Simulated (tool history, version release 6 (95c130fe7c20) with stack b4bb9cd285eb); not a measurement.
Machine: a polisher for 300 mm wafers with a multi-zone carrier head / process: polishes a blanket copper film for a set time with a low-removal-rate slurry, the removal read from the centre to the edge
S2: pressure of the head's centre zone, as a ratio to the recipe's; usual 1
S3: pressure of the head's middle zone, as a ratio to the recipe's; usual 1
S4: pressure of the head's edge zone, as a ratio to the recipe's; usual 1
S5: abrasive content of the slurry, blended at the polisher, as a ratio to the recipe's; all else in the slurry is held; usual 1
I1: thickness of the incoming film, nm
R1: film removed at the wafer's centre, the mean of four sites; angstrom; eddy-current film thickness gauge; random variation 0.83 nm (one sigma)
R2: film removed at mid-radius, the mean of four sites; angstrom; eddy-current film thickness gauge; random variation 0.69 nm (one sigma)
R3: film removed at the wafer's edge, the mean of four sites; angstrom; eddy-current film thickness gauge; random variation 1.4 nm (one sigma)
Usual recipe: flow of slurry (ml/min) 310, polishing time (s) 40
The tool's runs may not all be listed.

run 1 day=0 | flow_of_slurry_(ml/min)=310 S2=1 S3=1 S4=1 S5=0.95 polishing_time_(s)=40 | I1=794 | R1=915 R2=923 R3=931
-- day=1.554 worn pad replaced by a new one
run 2 day=2.525 | flow_of_slurry_(ml/min)=310 S2=1 S3=1 S4=1 S5=0.95 polishing_time_(s)=40 | I1=788.9 | R1=988 R2=978 R3=1011
run 3 day=4.421 | flow_of_slurry_(ml/min)=310 S2=1 S3=1 S4=1 S5=1 polishing_time_(s)=40 | I1=793.2 | R1=936 R2=944 R3=959
-- day=4.558 slurry nozzle cleaned
-- day=5.742 edge zone pressure recalibrated
-- day=8.621 worn pad replaced by a new one
run 4 day=8.792 | flow_of_slurry_(ml/min)=310 S2=1 S3=1 S4=1 S5=1 polishing_time_(s)=40 | I1=790.8 | R1=1036 R2=1024 R3=1047
run 5 day=11.575 | flow_of_slurry_(ml/min)=310 S2=1 S3=1 S4=1 S5=1 polishing_time_(s)=40 | I1=781.8 | R1=976 R2=960 R3=967
run 6 day=13.717 | flow_of_slurry_(ml/min)=285 S2=1 S3=1 S4=1 S5=1 polishing_time_(s)=40 | I1=802.3 | R1=926 R2=926 R3=938
run 7 day=15.45 | flow_of_slurry_(ml/min)=310 S2=1 S3=1 S4=0.96 S5=1.15 polishing_time_(s)=40 | I1=786 | R1=958 R2=946 R3=941
-- day=17.071 worn pad replaced by a new one
-- day=17.425 slurry nozzle cleaned
-- day=18.417 centre zone pressure recalibrated
run 8 day=19.883 | flow_of_slurry_(ml/min)=220 S2=1 S3=1 S4=1 S5=1 polishing_time_(s)=30 | I1=784.8 | R1=698 R2=688 R3=712
run 9 day=23.7 | flow_of_slurry_(ml/min)=310 S2=1 S3=1 S4=1 S5=1 polishing_time_(s)=50 | I1=783.4 | R1=1169 R2=1175 R3=1206
-- day=24.512 edge zone pressure recalibrated
-- day=25.821 worn pad replaced by a new one
run 10 day=27.204 | flow_of_slurry_(ml/min)=310 S2=1 S3=1.11 S4=1 S5=1 polishing_time_(s)=40 | I1=779.2 | R1=975 R2=1081 R3=1017
run 11 day=28.888 | flow_of_slurry_(ml/min)=310 S2=1 S3=1 S4=1 S5=1.2 polishing_time_(s)=40 | I1=798.7 | R1=977 R2=986 R3=997
-- day=29.496 carrier head's membrane replaced by a new one
-- day=30.992 slurry nozzle cleaned
run 12 day=32.717 | flow_of_slurry_(ml/min)=310 S2=0.93 S3=1 S4=1 S5=0.9 polishing_time_(s)=27 | I1=773 | R1=579 R2=624 R3=641
-- day=35.321 worn pad replaced by a new one
run 13 day=37.204 | flow_of_slurry_(ml/min)=310 S2=1 S3=1 S4=1 S5=1 polishing_time_(s)=40 | I1=783.3 | R1=993 R2=986 R3=992
run 14 day=38.767 | flow_of_slurry_(ml/min)=310 S2=1 S3=1 S4=1 S5=1 polishing_time_(s)=40 | I1=783 | R1=967 R2=942 R3=994
run 15 day=41.317 | flow_of_slurry_(ml/min)=365 S2=1.08 S3=0.96 S4=1 S5=0.85 polishing_time_(s)=40 | I1=801.5 | R1=1015 R2=894 R3=945

Branching from run 15: 4 alternative next runs. What would each branch give?
run A day=41.333 | flow_of_slurry_(ml/min)=310 S2=1 S3=1 S4=1 S5=1 polishing_time_(s)=40 | I1=787.8 | R1=? R2=? R3=?
run B day=41.333 | flow_of_slurry_(ml/min)=270 S2=1 S3=1 S4=1 S5=1 polishing_time_(s)=40 | I1=787.8 | R1=? R2=? R3=?
run C day=41.333 | flow_of_slurry_(ml/min)=210 S2=1 S3=1 S4=1 S5=1.25 polishing_time_(s)=40 | I1=787.8 | R1=? R2=? R3=?
run D day=41.333 | flow_of_slurry_(ml/min)=310 S2=1.07 S3=1 S4=0.89 S5=1 polishing_time_(s)=40 | I1=787.8 | R1=? R2=? R3=?

run=A R1=931 R2=929 R3=955
run=B R1=912 R2=912 R3=942
run=C R1=904 R2=908 R3=949
run=D R1=997 R2=929 R3=904
Stripped of hidden state, with their random variation kept, the same runs would have yielded:
run=A R1=1054 R2=1050 R3=1074
run=B R1=1036 R2=1034 R3=1062
run=C R1=1034 R2=1036 R3=1074
run=D R1=1128 R2=1050 R3=1017
